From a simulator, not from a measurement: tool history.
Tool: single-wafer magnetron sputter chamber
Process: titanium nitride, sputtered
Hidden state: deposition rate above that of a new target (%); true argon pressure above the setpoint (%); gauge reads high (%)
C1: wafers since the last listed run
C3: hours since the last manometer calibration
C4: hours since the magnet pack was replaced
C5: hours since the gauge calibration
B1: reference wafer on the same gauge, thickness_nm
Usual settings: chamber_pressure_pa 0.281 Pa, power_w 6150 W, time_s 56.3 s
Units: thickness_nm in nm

run 1 hour=0 | chamber_pressure_pa=0.281 power_w=6150 time_s=53.8 | C1=0 wafers_on_the_sputter_target=7606 C3=1148.8 C4=7076.7 C5=369.3 | B1=68.951 | thickness_nm=62.139
run 2 hour=9.1 | chamber_pressure_pa=0.281 power_w=6150 time_s=56.3 | C1=122 wafers_on_the_sputter_target=7728 C3=1157.9 C4=7085.8 C5=378.4 | B1=69.083 | thickness_nm=64.911
run 3 hour=19.9 | chamber_pressure_pa=0.281 power_w=6150 time_s=56.3 | C1=145 wafers_on_the_sputter_target=7873 C3=1168.7 C4=7096.6 C5=389.2 | B1=68.929 | thickness_nm=64.931
-- hour=37.7 capacitance manometer re-zeroed and calibrated
-- hour=44 sputter target and shields replaced
run 4 hour=44.5 | chamber_pressure_pa=0.281 power_w=6150 time_s=56.3 | C1=138 wafers_on_the_sputter_target=6 C3=6.8 C4=7121.2 C5=413.8 | B1=69.015 | thickness_nm=67.119
run 5 hour=44.9 | chamber_pressure_pa=0.281 power_w=6150 time_s=53.5 | C1=5 wafers_on_the_sputter_target=11 C3=7.2 C4=7121.6 C5=414.2 | B1=69.059 | thickness_nm=64.282
run 6 hour=54.2 | chamber_pressure_pa=0.224 power_w=6150 time_s=56.3 | C1=125 wafers_on_the_sputter_target=136 C3=16.5 C4=7130.9 C5=423.5 | B1=68.992 | thickness_nm=69.42
run 7 hour=66 | chamber_pressure_pa=0.224 power_w=6150 time_s=56.3 | C1=158 wafers_on_the_sputter_target=295 C3=28.3 C4=7142.7 C5=435.3 | B1=68.971 | thickness_nm=69.137
run 8 hour=83.6 | chamber_pressure_pa=0.281 power_w=6150 time_s=56.3 | C1=236 wafers_on_the_sputter_target=531 C3=45.9 C4=7160.3 C5=452.9 | B1=69.086 | thickness_nm=67.227
run 9 hour=93.5 | chamber_pressure_pa=0.281 power_w=6150 time_s=56.3 | C1=133 wafers_on_the_sputter_target=664 C3=55.8 C4=7170.2 C5=462.8 | B1=68.93 | thickness_nm=67.298
run 10 hour=100.1 | chamber_pressure_pa=0.281 power_w=6150 time_s=56.3 | C1=88 wafers_on_the_sputter_target=753 C3=62.4 C4=7176.8 C5=469.4 | B1=68.945 | thickness_nm=66.783
run 11 hour=127.8 | chamber_pressure_pa=0.281 power_w=6150 time_s=56.3 | C1=372 wafers_on_the_sputter_target=1125 C3=90.1 C4=7204.5 C5=497.1 | B1=69.016 | thickness_nm=67.234
-- hour=133.3 gauge calibrated
run 12 hour=143.7 | chamber_pressure_pa=0.281 power_w=6150 time_s=56.3 | C1=213 wafers_on_the_sputter_target=1339 C3=106 C4=7220.4 C5=10.4 | B1=69.011 | thickness_nm=66.719
run 13 hour=150.8 | chamber_pressure_pa=0.281 power_w=6150 time_s=56.3 | C1=95 wafers_on_the_sputter_target=1435 C3=113.1 C4=7227.5 C5=17.5 | B1=69.083 | thickness_nm=66.438
run 14 hour=157.1 | chamber_pressure_pa=0.281 power_w=5200 time_s=56.3 | C1=84 wafers_on_the_sputter_target=1519 C3=119.4 C4=7233.8 C5=23.8 | B1=68.976 | thickness_nm=56.411
run 15 hour=170.2 | chamber_pressure_pa=0.198 power_w=6150 time_s=63.5 | C1=176 wafers_on_the_sputter_target=1695 C3=132.5 C4=7246.9 C5=36.9 | B1=69.064 | thickness_nm=77.745
run 16 hour=176.3 | chamber_pressure_pa=0.238 power_w=4700 time_s=56.3 | C1=81 wafers_on_the_sputter_target=1777 C3=138.6 C4=7253 C5=43 | B1=69.033 | thickness_nm=51.898
run 17 hour=185.4 | chamber_pressure_pa=0.281 power_w=6150 time_s=56.3 | C1=122 wafers_on_the_sputter_target=1900 C3=147.7 C4=7262.1 C5=52.1 | B1=69.005 | thickness_nm=66.167
run 18 hour=194.7 | chamber_pressure_pa=0.281 power_w=6150 time_s=56.3 | C1=125 wafers_on_the_sputter_target=2025 C3=157 C4=7271.4 C5=61.4 | B1=68.981 | thickness_nm=66.843
run 19 hour=205.1 | chamber_pressure_pa=0.281 power_w=6150 time_s=56.3 | C1=139 wafers_on_the_sputter_target=2164 C3=167.4 C4=7281.8 C5=71.8 | B1=69.008 | thickness_nm=66.398
run 20 hour=219.8 | chamber_pressure_pa=0.316 power_w=6150 time_s=47.7 | C1=197 wafers_on_the_sputter_target=2362 C3=182.1 C4=7296.5 C5=86.5 | B1=69.025 | thickness_nm=55.507
run 21 hour=232.7 | chamber_pressure_pa=0.281 power_w=6150 time_s=61.1 | C1=173 wafers_on_the_sputter_target=2535 C3=195 C4=7309.4 C5=99.4 | B1=69.019 | thickness_nm=71.605
run 22 hour=238.7 | chamber_pressure_pa=0.281 power_w=6150 time_s=56.3 | C1=80 wafers_on_the_sputter_target=2616 C3=201 C4=7315.4 C5=105.4 | B1=69.039 | thickness_nm=66.762
-- hour=253.9 magnet pack replaced
run 23 hour=256.6 | chamber_pressure_pa=0.365 power_w=7100 time_s=56.3 | C1=133 wafers_on_the_sputter_target=2749 C3=218.9 C4=2.7 C5=123.3 | B1=69.055 | thickness_nm=73.804
run 24 hour=262.6 | chamber_pressure_pa=0.242 power_w=6150 time_s=56.3 | C1=80 wafers_on_the_sputter_target=2830 C3=224.9 C4=8.7 C5=129.3 | B1=69.027 | thickness_nm=66.75
run 25 hour=271.2 | chamber_pressure_pa=0.281 power_w=7450 time_s=56.3 | C1=115 wafers_on_the_sputter_target=2945 C3=233.5 C4=17.3 C5=137.9 | B1=69.013 | thickness_nm=79.997
run 26 hour=279.6 | chamber_pressure_pa=0.281 power_w=6150 time_s=59.7 | C1=112 wafers_on_the_sputter_target=3058 C3=241.9 C4=25.7 C5=146.3 | B1=68.967 | thickness_nm=69.89
run 27 hour=285.7 | chamber_pressure_pa=0.388 power_w=6150 time_s=56.3 | C1=81 wafers_on_the_sputter_target=3140 C3=248 C4=31.8 C5=152.4 | B1=68.863 | thickness_nm=63.455
run 28 hour=298.8 | chamber_pressure_pa=0.281 power_w=6150 time_s=56.3 | C1=176 wafers_on_the_sputter_target=3316 C3=261.1 C4=44.9 C5=165.5 | B1=69.102 | thickness_nm=66.044
run 29 hour=308 | chamber_pressure_pa=0.281 power_w=6600 time_s=53.1 | C1=123 wafers_on_the_sputter_target=3440 C3=270.3 C4=54.1 C5=174.7 | B1=69.02 | thickness_nm=67.14
run 30 hour=320.1 | chamber_pressure_pa=0.281 power_w=6150 time_s=56.3 | C1=162 wafers_on_the_sputter_target=3603 C3=282.4 C4=66.2 C5=186.8 | B1=69.071 | thickness_nm=65.795
run 31 hour=329.3 | chamber_pressure_pa=0.214 power_w=4950 time_s=61.9 | C1=123 wafers_on_the_sputter_target=3726 C3=291.6 C4=75.4 C5=196 | B1=68.955 | thickness_nm=59.993
run 32 hour=338.3 | chamber_pressure_pa=0.281 power_w=6150 time_s=56.3 | C1=120 wafers_on_the_sputter_target=3847 C3=300.6 C4=84.4 C5=205 | B1=69.11 | thickness_nm=65.968
run 33 hour=346 | chamber_pressure_pa=0.281 power_w=5600 time_s=65.2 | C1=103 wafers_on_the_sputter_target=3951 C3=308.3 C4=92.1 C5=212.7 | B1=68.936 | thickness_nm=69.777
run 34 hour=354.4 | chamber_pressure_pa=0.281 power_w=5400 time_s=56.3 | C1=112 wafers_on_the_sputter_target=4064 C3=316.7 C4=100.5 C5=221.1 | B1=69.042 | thickness_nm=57.957

5 ways to go on from here, each from the tool as it stands after run 34. What would each give?
run A hour=354.8 | chamber_pressure_pa=0.281 power_w=6150 time_s=56.3 | C1=5 wafers_on_the_sputter_target=4069 C3=317.1 C4=100.9 C5=221.5 | B1=? | thickness_nm=?
run B hour=354.8 | chamber_pressure_pa=0.281 power_w=7000 time_s=64 | C1=5 wafers_on_the_sputter_target=4069 C3=317.1 C4=100.9 C5=221.5 | B1=? | thickness_nm=?
run C hour=354.8 | chamber_pressure_pa=0.207 power_w=6150 time_s=61.5 | C1=5 wafers_on_the_sputter_target=4069 C3=317.1 C4=100.9 C5=221.5 | B1=? | thickness_nm=?
run D hour=354.8 | chamber_pressure_pa=0.344 power_w=6150 time_s=63.8 | C1=5 wafers_on_the_sputter_target=4069 C3=317.1 C4=100.9 C5=221.5 | B1=? | thickness_nm=?
run E hour=354.8 | chamber_pressure_pa=0.32 power_w=7500 time_s=56.3 | C1=5 wafers_on_the_sputter_target=4069 C3=317.1 C4=100.9 C5=221.5 | B1=? | thickness_nm=?

run=A B1=68.912 thickness_nm=65.676
run=B B1=68.912 thickness_nm=84.977
run=C B1=68.912 thickness_nm=74.078
run=D B1=68.912 thickness_nm=72.443
run=E B1=68.912 thickness_nm=78.763
Without the tool's hidden state the same runs would have given:
run=A thickness_nm=67.676
run=B thickness_nm=87.565
run=C thickness_nm=76.334
run=D thickness_nm=74.649
run=E thickness_nm=81.162

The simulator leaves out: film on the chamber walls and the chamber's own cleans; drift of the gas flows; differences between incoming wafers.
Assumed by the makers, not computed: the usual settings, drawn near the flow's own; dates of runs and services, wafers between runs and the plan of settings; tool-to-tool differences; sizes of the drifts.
